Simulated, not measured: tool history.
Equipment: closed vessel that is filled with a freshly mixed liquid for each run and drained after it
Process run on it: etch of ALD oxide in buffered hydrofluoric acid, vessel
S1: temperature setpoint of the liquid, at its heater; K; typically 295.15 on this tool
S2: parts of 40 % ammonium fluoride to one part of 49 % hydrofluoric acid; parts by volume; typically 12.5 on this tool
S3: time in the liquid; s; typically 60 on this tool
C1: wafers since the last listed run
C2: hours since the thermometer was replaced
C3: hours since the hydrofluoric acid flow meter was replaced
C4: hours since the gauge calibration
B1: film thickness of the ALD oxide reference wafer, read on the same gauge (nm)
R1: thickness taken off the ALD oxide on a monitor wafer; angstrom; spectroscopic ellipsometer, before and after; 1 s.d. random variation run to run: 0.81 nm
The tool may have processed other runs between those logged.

Run 1, hour 0: usual settings but S1 297.65 K; C1 0; C2 837.9; C3 427.7; C4 30.9; B1 80.01. Result: R1 1920.8 angstrom.
Run 2, hour 89.1: usual settings but S1 297.65 K; C1 10371; C2 927; C3 516.8; C4 120; B1 80.02. Result: R1 1885.8 angstrom.
Run 3, hour 192.2: usual settings but S1 297.65 K; C1 12000; C2 1030.1; C3 619.9; C4 223.1; B1 80.01. Result: R1 1860.2 angstrom.
Run 4, hour 230.3: usual settings but S1 297.15 K; C1 4434; C2 1068.2; C3 658; C4 261.2; B1 79.99. Result: R1 1821.3 angstrom.
Run 5, hour 302.5: usual settings but S1 297.15 K; C1 8404; C2 1140.4; C3 730.2; C4 333.4; B1 80.01. Result: R1 1805.5 angstrom.
Run 6, hour 398.1: usual settings but S1 297.15 K; C1 11127; C2 1236; C3 825.8; C4 429; B1 80.03. Result: R1 1797.8 angstrom.
Run 7, hour 485.8: usual settings but S3 45 s; C1 10208; C2 1323.7; C3 913.5; C4 516.7; B1 79.98. Result: R1 1198.3 angstrom.

Predict the results of run 8:
Run 8, hour 529.1: usual settings but S1 291.65 K, S2 15.5 parts by volume, S3 30 s; C1 5040; C2 1367; C3 956.8; C4 560; B1 ?. Result: R1 ?.

B1: 80
R1: 529.3 angstrom
Minus the tool's unlogged condition, the same run would have read R1 575.9 angstrom.
